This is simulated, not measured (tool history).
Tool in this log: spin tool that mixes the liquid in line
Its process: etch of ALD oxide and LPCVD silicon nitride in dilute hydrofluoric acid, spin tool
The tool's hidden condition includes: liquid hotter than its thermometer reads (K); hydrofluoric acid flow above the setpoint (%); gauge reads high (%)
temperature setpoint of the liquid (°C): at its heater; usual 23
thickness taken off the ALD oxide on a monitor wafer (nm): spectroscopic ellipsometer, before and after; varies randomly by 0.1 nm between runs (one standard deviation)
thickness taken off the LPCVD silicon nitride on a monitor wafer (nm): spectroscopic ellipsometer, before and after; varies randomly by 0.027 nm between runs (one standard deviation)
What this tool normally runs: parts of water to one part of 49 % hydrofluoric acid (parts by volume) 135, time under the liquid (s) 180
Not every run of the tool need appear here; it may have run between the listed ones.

run    hour  temperature setpoint of the liquid (°C)  parts of water to one part of 49 % hydrofluoric acid (parts by volume)  time under the liquid (s)  wafers since the last listed run  hours since the thermometer was replaced  hours since the hydrofluoric acid flow meter was replaced  hours since the gauge calibration  read-back film thickness of the ALD oxide reference wafer, read on the same gauge (nm)  read-back film thickness of the LPCVD silicon nitride reference wafer, read on the same gauge (nm)  thickness taken off the ALD oxide on a monitor wafer (nm)  thickness taken off the LPCVD silicon nitride on a monitor wafer (nm)
  1       0                                       23                                                                     135                        180                                 0                                    1328.4                                                     1475.8                             1072.5                                                                                  135.42                                                                                             125.027                                                      22.84                                                                  0.577
         46  -- gauge calibrated
  2    52.4                                       23                                                                     135                        180                               238                                    1380.8                                                     1528.2                                6.4                                                                                  130.91                                                                                             120.888                                                      21.87                                                                  0.532
  3    96.1                                       23                                                                     135                        180                               199                                    1424.5                                                     1571.9                               50.1                                                                                  130.93                                                                                             120.887                                                      21.76                                                                  0.551
  4   178.4                                       23                                                                     135                        180                               375                                    1506.8                                                     1654.2                              132.4                                                                                  131.02                                                                                             120.962                                                      21.93                                                                  0.479
  5     240                                       23                                                                     135                        180                               280                                    1568.4                                                     1715.8                                194                                                                                  131.11                                                                                             121.059                                                      21.83                                                                  0.548
  6   325.8                                       23                                                                     135                        180                               391                                    1654.2                                                     1801.6                              279.8                                                                                  131.27                                                                                             121.202                                                      21.95                                                                   0.51
  7   388.7                                       24                                                                     135                        180                               286                                    1717.1                                                     1864.5                              342.7                                                                                  131.48                                                                                             121.356                                                      22.64                                                                  0.539
  8   447.7                                       24                                                                     135                        180                               269                                    1776.1                                                     1923.5                              401.7                                                                                  131.71                                                                                             121.559                                                      22.73                                                                  0.545
  9   488.2                                       24                                                                     135                        180                               184                                    1816.6                                                       1964                              442.2                                                                                  131.83                                                                                             121.729                                                      22.91                                                                  0.563
      491.4  -- thermometer replaced
 10   549.6                                       23                                                                     135                        180                               275                                      58.2                                                     2025.4                              503.6                                                                                  132.13                                                                                             121.974                                                      22.06                                                                  0.522
      567.4  -- hydrofluoric acid flow meter replaced
 11   766.9                                     20.5                                                                      75                         95                               986                                     275.5                                                      199.5                              720.9                                                                                  133.37                                                                                             123.069                                                      20.35                                                                  0.419
 12   842.1                                       23                                                                      70                        180                               342                                     350.7                                                      274.7                              796.1                                                                                  133.89                                                                                              123.57                                                      46.95                                                                  0.897
 13   941.9                                       24                                                                     135                        180                               455                                     450.5                                                      374.5                              895.9                                                                                  134.69                                                                                              124.27                                                      23.14                                                                  0.517
 14  1049.1                                       23                                                                     135                        180                               488                                     557.7                                                      481.7                             1003.1                                                                                  135.62                                                                                              125.18                                                      22.54                                                                  0.538
 15  1104.5                                       25                                                                     165                        130                               252                                     613.1                                                      537.1                             1058.5                                                                                  136.18                                                                                             125.672                                                      14.04                                                                  0.341
     1120.8  -- gauge calibrated
 16  1185.1                                       21                                                                     160                        130                               367                                     693.7                                                      617.7                               64.3                                                                                  129.91                                                                                             119.904                                                      11.86                                                                  0.278
 17  1237.2                                       21                                                                     135                        180                               237                                     745.8                                                      669.8                              116.4                                                                                  129.94                                                                                             119.908                                                         20                                                                  0.462
 18  1303.8                                       23                                                                     135                        180                               303                                     812.4                                                      736.4                                183                                                                                  130.04                                                                                             119.998                                                      21.82                                                                  0.488
 19  1402.5                                       18                                                                     115                        135                               450                                     911.1                                                      835.1                              281.7                                                                                  130.24                                                                                             120.237                                                      15.95                                                                  0.299

The tool's hidden state at each run:
liquid hotter than its thermometer reads (K): 0 in every run
hydrofluoric acid flow above the setpoint (%): 0 in every run
H1: gauge reads high (%)
run       H1
  1     4.19
  2     0.72
  3    0.728
  4    0.782
  5    0.854
  6        1
  7     1.14
  8      1.3
  9     1.42
 10     1.63
 11     2.58
 12     2.99
 13     3.59
 14     4.32
 15     4.73
 16  -0.0799
 17  -0.0462
 18   0.0251
 19    0.189

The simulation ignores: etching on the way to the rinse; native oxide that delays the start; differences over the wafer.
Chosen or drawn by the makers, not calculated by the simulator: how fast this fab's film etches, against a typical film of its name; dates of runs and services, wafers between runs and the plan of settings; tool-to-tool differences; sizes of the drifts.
